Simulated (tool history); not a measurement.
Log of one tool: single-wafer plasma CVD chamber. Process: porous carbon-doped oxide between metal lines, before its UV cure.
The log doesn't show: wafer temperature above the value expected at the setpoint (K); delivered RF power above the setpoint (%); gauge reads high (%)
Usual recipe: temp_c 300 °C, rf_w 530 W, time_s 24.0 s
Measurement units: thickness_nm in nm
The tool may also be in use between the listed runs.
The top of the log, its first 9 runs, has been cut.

| run | day | temp_c | rf_w | time_s | wafers since the last listed run | hours since the last thermocouple change | hours since the last RF generator calibration | hours since the showerhead was replaced | hours since the gauge calibration | read-back reference wafer on the same gauge, thickness_nm | thickness_nm |
|---|---|---|---|---|---|---|---|---|---|---|---|
| 10 | 4.858 | 300 | 585 | 22.4 | 570 | 1441.7 | 1144.4 | 7313.3 | 192.9 | 110.989 | 121.000 |
| 11 | 5.492 | 300 | 585 | 22.4 | 582 | 1456.9 | 1159.6 | 7328.5 | 208.1 | 110.983 | 120.649 |
|  | 5.771 | gauge calibrated |
| 12 | 5.958 | 300 | 530 | 24.0 | 428 | 1468.1 | 1170.8 | 7339.7 | 4.5 | 111.003 | 118.368 |
| 13 | 6.283 | 300 | 530 | 24.0 | 298 | 1475.9 | 1178.6 | 7347.5 | 12.3 | 111.011 | 118.030 |
| 14 | 6.662 | 300 | 530 | 24.0 | 348 | 1485.0 | 1187.7 | 7356.6 | 21.4 | 110.989 | 117.945 |
| 15 | 7.242 | 300 | 530 | 24.0 | 532 | 1498.9 | 1201.6 | 7370.5 | 35.3 | 111.016 | 117.774 |
|  | 7.604 | thermocouple changed; heater temperature recalibrated |
|  | 8.208 | showerhead replaced |
| 16 | 8.229 | 292 | 435 | 22.1 | 294 | 15.0 | 1225.3 | 0.5 | 59.0 | 111.025 | 93.400 |
| 17 | 8.542 | 300 | 530 | 24.0 | 287 | 22.5 | 1232.8 | 8.0 | 66.5 | 110.994 | 120.135 |
|  | 8.908 | RF generator calibrated |
| 18 | 8.975 | 306 | 455 | 22.1 | 91 | 32.9 | 1.6 | 18.4 | 76.9 | 111.003 | 96.862 |
| 19 | 9.371 | 300 | 465 | 27.6 | 363 | 42.4 | 11.1 | 27.9 | 86.4 | 111.021 | 126.649 |
| 20 | 9.817 | 300 | 530 | 24.0 | 409 | 53.1 | 21.8 | 38.6 | 97.1 | 110.995 | 125.565 |
| 21 | 10.333 | 305 | 465 | 24.0 | 474 | 65.5 | 34.2 | 51.0 | 109.5 | 110.986 | 107.686 |
| 22 | 10.733 | 300 | 490 | 22.7 | 367 | 75.1 | 43.8 | 60.6 | 119.1 | 110.998 | 110.060 |
| 23 | 11.283 | 309 | 440 | 21.3 | 505 | 88.3 | 57.0 | 73.8 | 132.3 | 110.958 | 88.446 |
| 24 | 11.550 | 293 | 485 | 22.5 | 245 | 94.7 | 63.4 | 80.2 | 138.7 | 110.990 | 112.708 |

For run 25, what comes out?
| 25 | 11.892 | 300 | 530 | 24.0 | 314 | 102.9 | 71.6 | 88.4 | 146.9 | ? | ? |

{"run 25": {"read-back reference wafer on the same gauge, thickness_nm": 111.036, "thickness_nm": 125.041}}
With the hidden condition absent and the run-to-run variation left alone, this run would have shown thickness_nm 126.735 nm.
